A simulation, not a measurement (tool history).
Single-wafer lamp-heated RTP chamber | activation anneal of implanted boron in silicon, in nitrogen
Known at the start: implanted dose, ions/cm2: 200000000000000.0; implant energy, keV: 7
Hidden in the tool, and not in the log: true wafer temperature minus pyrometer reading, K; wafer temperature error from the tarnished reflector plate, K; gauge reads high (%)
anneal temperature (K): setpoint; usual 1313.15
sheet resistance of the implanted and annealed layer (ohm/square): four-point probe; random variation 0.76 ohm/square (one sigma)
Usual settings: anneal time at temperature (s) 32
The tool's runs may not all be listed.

run	hour	anneal temperature (K)	anneal time at temperature (s)	wafers since the last listed run	wafers since the last pyrometer calibration	wafers since the reflector plate was cleaned	hours since the gauge calibration	read-back reference wafer on the same gauge, sheet resistance	sheet resistance of the implanted and annealed layer (ohm/square)
1	0.0	1313.15	43	0	1200	8900	306.9	567.78	505.70
2	15.5	1313.15	43	351	1551	9252	322.4	568.01	504.89
3	33.6	1313.15	32	410	1962	9662	340.5	568.16	506.99
# hour 45.5: reflector plate cleaned
4	67.8	1313.15	32	594	2556	505	374.7	568.07	507.69
5	103.1	1313.15	32	800	3356	1306	410.0	568.02	507.43
# hour 112.3: pyrometer window cleaned and pyrometer calibrated
6	124.8	1313.15	32	310	283	1616	431.7	567.95	508.14
7	151.3	1313.15	32	600	884	2217	458.2	568.07	508.77
8	164.1	1313.15	32	290	1174	2508	471.0	568.08	509.54
9	183.4	1313.15	36	437	1612	2945	490.3	568.08	507.27
10	206.1	1313.15	32	514	2126	3460	513.0	567.96	507.56
# hour 227.9: gauge calibrated
11	236.2	1313.15	32	682	2809	4143	8.3	568.11	507.62
12	249.8	1313.15	39	308	3117	4451	21.9	568.04	505.51
# hour 283.3: pyrometer window cleaned and pyrometer calibrated
13	283.8	1313.15	32	589	11	5041	55.9	567.91	508.18
14	314.4	1313.15	32	693	705	5734	86.5	567.84	506.99
15	339.9	1313.15	32	578	1283	6313	112.0	567.69	508.41
16	352.2	1328.15	32	278	1562	6592	124.3	567.87	506.01
17	364.3	1301.15	44	274	1836	6866	136.4	568.03	508.80
18	379.9	1295.15	44	353	2190	7220	152.0	567.88	508.15
19	401.1	1302.15	32	480	2671	7700	173.2	568.25	510.40
20	418.9	1313.15	48	403	3074	8104	191.0	568.24	503.96
21	453.5	1313.15	32	784	3859	8889	225.6	567.90	506.89
# hour 464.7: pyrometer window cleaned and pyrometer calibrated
# hour 477.2: reflector plate cleaned
22	487.2	1289.15	15	401	329	227	259.3	568.18	515.80
23	520.6	1298.15	32	757	1086	984	292.7	568.05	510.28
24	544.7	1287.15	16	546	1633	1531	316.8	568.28	514.75
25	560.0	1330.15	27	346	1980	1878	332.1	567.67	506.73
26	600.4	1287.15	16	916	2896	2794	372.5	568.39	516.03
27	629.5	1339.15	25	659	3556	3454	401.6	567.87	506.03
# hour 652.2: pyrometer window cleaned and pyrometer calibrated
28	652.7	1332.15	45	344	11	3798	424.8	568.20	498.93
29	673.4	1313.15	32	469	481	4268	445.5	568.13	507.84
30	707.1	1300.15	27	764	1245	5032	479.2	568.11	511.06
31	728.9	1287.15	16	494	1739	5526	501.0	567.78	516.02
32	754.0	1313.15	32	569	2308	6096	526.1	567.97	506.93
33	766.1	1313.15	37	274	2583	6370	538.2	568.33	506.88
34	780.1	1295.15	32	317	2900	6687	552.2	568.23	510.13
# hour 815.9: pyrometer window cleaned and pyrometer calibrated
35	816.4	1283.15	27	641	11	7329	588.5	567.92	513.61
# hour 819.4: gauge calibrated
36	829.3	1313.15	17	292	303	7622	9.9	567.82	511.35

5 ways to go on from here, each from the tool as it stands after run 36. What would each give?
A	829.7	1313.15	21	9	312	7631	10.3	?	?
B	829.7	1297.15	41	9	312	7631	10.3	?	?
C	829.7	1289.15	13	9	312	7631	10.3	?	?
D	829.7	1293.15	13	9	312	7631	10.3	?	?
E	829.7	1337.15	20	9	312	7631	10.3	?	?

run	read-back reference wafer on the same gauge, sheet resistance	sheet resistance of the implanted and annealed layer (ohm/square)
A	568.08	511.43
B	568.08	509.02
C	568.08	516.83
D	568.08	516.26
E	568.08	508.63
Without the tool's hidden state the same runs would have given:
run	sheet resistance of the implanted and annealed layer (ohm/square)
A	511.43
B	509.02
C	516.83
D	516.26
E	508.63
